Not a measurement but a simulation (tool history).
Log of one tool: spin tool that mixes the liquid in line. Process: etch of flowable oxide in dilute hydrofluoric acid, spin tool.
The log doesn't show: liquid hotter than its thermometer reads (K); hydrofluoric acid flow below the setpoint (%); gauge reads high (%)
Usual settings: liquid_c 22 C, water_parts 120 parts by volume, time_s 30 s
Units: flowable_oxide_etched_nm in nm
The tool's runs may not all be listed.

run    hour  liquid_c  water_parts  time_s  wafers since the last listed run  hours since the thermometer was replaced  hours since the hydrofluoric acid flow meter was replaced  hours since the gauge calibration  read-back film thickness of the flowable oxide reference wafer, read on the same gauge (nm)  flowable_oxide_etched_nm
  1       0        22           90      40                                 0                                     554.5                                                      460.4                              599.8                                                                                       109.98                     27.41
  2    73.8        22           90      40                              1514                                     628.3                                                      534.2                              673.6                                                                                       110.02                     27.57
  3   117.9        22          120      30                               905                                     672.4                                                      578.3                              717.7                                                                                       110.02                     15.02
      254.8  -- gauge calibrated
  4   263.1        22          120      30                              2980                                     817.6                                                      723.5                                8.3                                                                                       109.99                        15
  5   327.8        22          120      30                              1328                                     882.3                                                      788.2                                 73                                                                                       109.99                     15.02
  6   410.1        22          120      30                              1689                                     964.6                                                      870.5                              155.3                                                                                       110.01                     15.05
  7   446.6        22          120      30                               749                                    1001.1                                                        907                              191.8                                                                                       109.98                      15.1
  8   488.2        22          120      30                               853                                    1042.7                                                      948.6                              233.4                                                                                       110.01                     15.14
  9   534.1        22          120      30                               942                                    1088.6                                                      994.5                              279.3                                                                                       110.01                      15.1
 10   636.2        22          120      30                              2095                                    1190.7                                                     1096.6                              381.4                                                                                       109.98                     15.23
      802.8  -- hydrofluoric acid flow meter replaced
 11   911.2        24          120      45                              5624                                    1465.7                                                      108.4                              656.4                                                                                       110.02                     24.64
 12   983.3      17.5          160      40                              1480                                    1537.8                                                      180.5                              728.5                                                                                       110.01                     12.21
 13  1035.2        17          140      30                              1065                                    1589.7                                                      232.4                              780.4                                                                                       110.01                     10.49
 14  1129.1      26.5          120      30                              1927                                    1683.6                                                      326.3                              874.3                                                                                       110.01                     18.29
 15  1231.5        24          155      50                              2102                                      1786                                                      428.7                              976.7                                                                                          110                     20.54
     1268.2  -- thermometer replaced
 16  1297.4        22          120      20                              1332                                      29.2                                                      494.6                             1042.6                                                                                       109.98                     10.58
     1330.6  -- gauge calibrated
 17  1391.8        22          120      30                              1937                                     123.6                                                        589                               61.2                                                                                          110                     15.87
       1675  -- thermometer replaced, repeated, since the last time left the tool worse
 18  1692.5      19.5           70      30                              6152                                      17.5                                                      889.7                              361.9                                                                                          110                     24.32
 19  1797.4        22          120      30                              2153                                     122.4                                                      994.6                              466.8                                                                                          110                     14.84
 20  1849.7      18.5          170      40                              1073                                     174.7                                                     1046.9                              519.1                                                                                       110.03                     11.46
 21  1903.1      24.5          105      15                              1096                                     228.1                                                     1100.3                              572.5                                                                                       110.01                      9.54

Some steps in flowable_oxide_etched_nm between neighbouring runs. How much of each would the tool show without its hidden state too (settings, what came in, random variation), and how much is left for the hidden state, with any gauge scatter that isn't in both results?
Run 2 -> 3: water_parts 90 -> 120, time_s 40 -> 30. flowable_oxide_etched_nm -12.55 nm: hidden state -0.19, all else -12.36.
Run 10 -> 11: liquid_c 22 -> 24, time_s 30 -> 45, hydrofluoric acid flow meter replaced. flowable_oxide_etched_nm +9.41 nm: hidden state +0.41, all else +9.
Run 11 -> 12: liquid_c 24 -> 17.5, water_parts 120 -> 160, time_s 45 -> 40. flowable_oxide_etched_nm -12.43 nm: hidden state -0.4, all else -12.03.
Run 17 -> 18: liquid_c 22 -> 19.5, water_parts 120 -> 70, thermometer replaced, repeated, since the last time left the tool worse. flowable_oxide_etched_nm +8.45 nm: hidden state -1.15, all else +9.6.
